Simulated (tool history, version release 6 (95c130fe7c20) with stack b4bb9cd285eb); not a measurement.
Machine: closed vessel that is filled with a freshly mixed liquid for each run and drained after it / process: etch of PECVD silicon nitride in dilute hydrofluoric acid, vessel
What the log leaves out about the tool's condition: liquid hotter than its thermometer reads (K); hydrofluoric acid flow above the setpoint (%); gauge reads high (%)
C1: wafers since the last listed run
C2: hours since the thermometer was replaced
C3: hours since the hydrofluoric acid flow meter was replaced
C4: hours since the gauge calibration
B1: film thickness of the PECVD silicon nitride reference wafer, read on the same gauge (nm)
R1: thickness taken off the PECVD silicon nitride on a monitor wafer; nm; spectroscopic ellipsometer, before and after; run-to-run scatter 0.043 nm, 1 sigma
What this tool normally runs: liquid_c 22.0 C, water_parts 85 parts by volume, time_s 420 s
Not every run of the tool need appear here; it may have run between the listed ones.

run 1 day=0.000 | liquid_c=22.0 water_parts=85 time_s=300 | C1=0 C2=42.5 C3=1234.5 C4=1444.7 | B1=149.96 | R1=7.80
run 2 day=1.450 | liquid_c=22.0 water_parts=85 time_s=420 | C1=3090 C2=77.3 C3=1269.3 C4=1479.5 | B1=149.98 | R1=10.91
run 3 day=4.212 | liquid_c=22.0 water_parts=85 time_s=420 | C1=5887 C2=143.6 C3=1335.6 C4=1545.8 | B1=150.00 | R1=11.00
run 4 day=6.929 | liquid_c=22.0 water_parts=85 time_s=355 | C1=5789 C2=208.8 C3=1400.8 C4=1611.0 | B1=149.98 | R1=9.40
run 5 day=9.112 | liquid_c=22.0 water_parts=85 time_s=355 | C1=4653 C2=261.2 C3=1453.2 C4=1663.4 | B1=150.02 | R1=9.32
run 6 day=11.488 | liquid_c=22.0 water_parts=85 time_s=420 | C1=5061 C2=318.2 C3=1510.2 C4=1720.4 | B1=150.00 | R1=11.13
run 7 day=12.962 | liquid_c=22.0 water_parts=85 time_s=420 | C1=3143 C2=353.6 C3=1545.6 C4=1755.8 | B1=149.95 | R1=11.16
run 8 day=14.338 | liquid_c=22.0 water_parts=85 time_s=420 | C1=2930 C2=386.6 C3=1578.6 C4=1788.8 | B1=150.01 | R1=11.16
run 9 day=16.362 | liquid_c=22.0 water_parts=85 time_s=420 | C1=4315 C2=435.2 C3=1627.2 C4=1837.4 | B1=150.02 | R1=11.13
run 10 day=17.638 | liquid_c=26.5 water_parts=85 time_s=275 | C1=2717 C2=465.8 C3=1657.8 C4=1868.0 | B1=149.97 | R1=9.84
run 11 day=20.558 | liquid_c=22.0 water_parts=85 time_s=420 | C1=6224 C2=535.9 C3=1727.9 C4=1938.1 | B1=150.03 | R1=11.20
-- day=24.833 gauge calibrated
run 12 day=26.162 | liquid_c=24.5 water_parts=125 time_s=255 | C1=11943 C2=670.4 C3=1862.4 C4=31.9 | B1=149.98 | R1=5.54
run 13 day=27.333 | liquid_c=22.0 water_parts=85 time_s=420 | C1=2495 C2=698.5 C3=1890.5 C4=60.0 | B1=150.01 | R1=11.28
run 14 day=29.296 | liquid_c=18.5 water_parts=85 time_s=240 | C1=4182 C2=745.6 C3=1937.6 C4=107.1 | B1=150.02 | R1=5.08
run 15 day=31.792 | liquid_c=17.5 water_parts=85 time_s=570 | C1=5319 C2=805.5 C3=1997.5 C4=167.0 | B1=149.99 | R1=11.28
run 16 day=34.450 | liquid_c=24.0 water_parts=55 time_s=225 | C1=5665 C2=869.3 C3=2061.3 C4=230.8 | B1=149.99 | R1=10.74
-- day=36.875 thermometer replaced
run 17 day=37.354 | liquid_c=27.0 water_parts=85 time_s=420 | C1=6100 C2=11.5 C3=2131.0 C4=300.5 | B1=149.98 | R1=15.24
run 18 day=40.096 | liquid_c=20.0 water_parts=95 time_s=230 | C1=5842 C2=77.3 C3=2196.8 C4=366.3 | B1=149.96 | R1=4.71
run 19 day=41.238 | liquid_c=24.0 water_parts=105 time_s=300 | C1=2433 C2=104.7 C3=2224.2 C4=393.7 | B1=150.02 | R1=7.37
-- day=43.346 hydrofluoric acid flow meter replaced
run 20 day=43.633 | liquid_c=23.5 water_parts=120 time_s=260 | C1=5017 C2=162.2 C3=6.9 C4=451.2 | B1=150.00 | R1=5.37
run 21 day=46.412 | liquid_c=22.0 water_parts=85 time_s=420 | C1=5922 C2=228.9 C3=73.6 C4=517.9 | B1=149.99 | R1=11.09
run 22 day=48.658 | liquid_c=18.0 water_parts=45 time_s=325 | C1=4786 C2=282.8 C3=127.5 C4=571.8 | B1=150.03 | R1=12.13
run 23 day=50.521 | liquid_c=22.0 water_parts=115 time_s=250 | C1=3969 C2=327.5 C3=172.2 C4=616.5 | B1=150.00 | R1=4.92
run 24 day=52.804 | liquid_c=22.0 water_parts=85 time_s=210 | C1=4866 C2=382.3 C3=227.0 C4=671.3 | B1=149.98 | R1=5.59
run 25 day=54.738 | liquid_c=22.0 water_parts=85 time_s=420 | C1=4120 C2=428.7 C3=273.4 C4=717.7 | B1=150.01 | R1=11.26
run 26 day=56.683 | liquid_c=23.5 water_parts=45 time_s=295 | C1=4146 C2=475.4 C3=320.1 C4=764.4 | B1=149.98 | R1=16.22
run 27 day=59.483 | liquid_c=22.0 water_parts=85 time_s=420 | C1=5967 C2=542.6 C3=387.3 C4=831.6 | B1=150.02 | R1=11.22
run 28 day=61.667 | liquid_c=22.0 water_parts=85 time_s=420 | C1=4653 C2=595.0 C3=439.7 C4=884.0 | B1=149.96 | R1=11.33
run 29 day=63.483 | liquid_c=22.0 water_parts=85 time_s=420 | C1=3871 C2=638.6 C3=483.3 C4=927.6 | B1=150.00 | R1=11.36
run 30 day=64.567 | liquid_c=22.0 water_parts=85 time_s=670 | C1=2308 C2=664.6 C3=509.3 C4=953.6 | B1=150.03 | R1=18.12
run 31 day=66.254 | liquid_c=22.0 water_parts=85 time_s=420 | C1=3596 C2=705.1 C3=549.8 C4=994.1 | B1=149.99 | R1=11.35
run 32 day=67.908 | liquid_c=22.0 water_parts=85 time_s=420 | C1=3525 C2=744.8 C3=589.5 C4=1033.8 | B1=149.98 | R1=11.41

Hidden state, per run?
hydrofluoric acid flow above the setpoint (%): 0, the same for each run
gauge reads high (%): 0, the same for each run
H1: liquid hotter than its thermometer reads (K)
run=1 H1=0.0362
run=2 H1=0.0624
run=3 H1=0.112
run=4 H1=0.161
run=5 H1=0.201
run=6 H1=0.243
run=7 H1=0.27
run=8 H1=0.295
run=9 H1=0.331
run=10 H1=0.354
run=11 H1=0.407
run=12 H1=0.508
run=13 H1=0.529
run=14 H1=0.565
run=15 H1=0.61
run=16 H1=0.658
run=17 H1=0.0824
run=18 H1=0.132
run=19 H1=0.152
run=20 H1=0.196
run=21 H1=0.246
run=22 H1=0.286
run=23 H1=0.32
run=24 H1=0.361
run=25 H1=0.396
run=26 H1=0.431
run=27 H1=0.482
run=28 H1=0.521
run=29 H1=0.554
run=30 H1=0.573
run=31 H1=0.604
run=32 H1=0.634
